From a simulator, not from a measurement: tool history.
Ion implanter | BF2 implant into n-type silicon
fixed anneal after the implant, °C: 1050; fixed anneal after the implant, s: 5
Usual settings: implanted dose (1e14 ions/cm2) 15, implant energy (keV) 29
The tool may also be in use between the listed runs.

run	day	implanted dose (1e14 ions/cm2)	implant energy (keV)	read-back reference wafer on the same gauge, sheet resistance	sheet resistance of the implanted and annealed layer (ohm/square)
1	0	15	29	110.01	118.15
2	6.262	15	29	109.99	117.66
3	9.758	15	29	110.06	118.15
4	12.392	15	29	109.98	117.58
5	14.529	15	23	110.01	132.59
6	24.55	15	23	110.03	132.64
7	27.404	15	23	109.94	132.9
8	29.675	16.43	29	110.03	115.74
9	33.338	16.43	29	109.99	115.97
# day 33.538: gauge calibrated
10	36.617	15	29	109.97	118.71
11	38.292	15	29	110.04	118.55
12	40.175	15	29	109.99	117.61
13	42.229	15	29	109.98	118.07
14	45.838	15	29	109.99	118.67
15	48.962	15	29	110	118.29
16	51.308	18.44	25	109.96	123.67
# day 55.112: Faraday cup replaced and dose calibrated
17	55.133	11.15	23	109.94	144.18
18	57.229	12.26	33	109.95	118.63
19	59.875	15	29	109.98	118.52
20	61.917	15	29	109.98	118.13
21	63.521	18.07	29	109.97	114.58
22	65.104	15	29	109.92	117.87
23	67.154	12.93	36	109.99	111.99
24	70.788	15	29	110.04	117.71
25	74.092	18.41	34.5	110.02	104.81
26	76.079	17.69	19	109.97	142.13
# day 76.788: extraction supply calibrated
27	80.275	15	36	110.05	107.05
28	83.083	10.74	23.5	109.96	144.73
29	86.475	12.44	38.5	110.01	110.65
30	89.542	15	29	110.04	118.01
31	93.871	16.75	36.5	109.91	103.43
32	96.35	15	29	110	118.63
# day 97.729: gauge calibrated
33	99.971	11.12	23	110.01	144.24
34	103.212	11.64	19	109.93	155.08
35	106.229	11.58	25.5	109.96	135.21
36	107.858	18.53	23	110.03	128.69

What the log doesn't show, run by run:
deviation of the true dose from the Faraday cup's reading, %: 0 in every run
deviation of the true energy from its setpoint, %: 0 in every run
gauge reads high (%): 0 in every run

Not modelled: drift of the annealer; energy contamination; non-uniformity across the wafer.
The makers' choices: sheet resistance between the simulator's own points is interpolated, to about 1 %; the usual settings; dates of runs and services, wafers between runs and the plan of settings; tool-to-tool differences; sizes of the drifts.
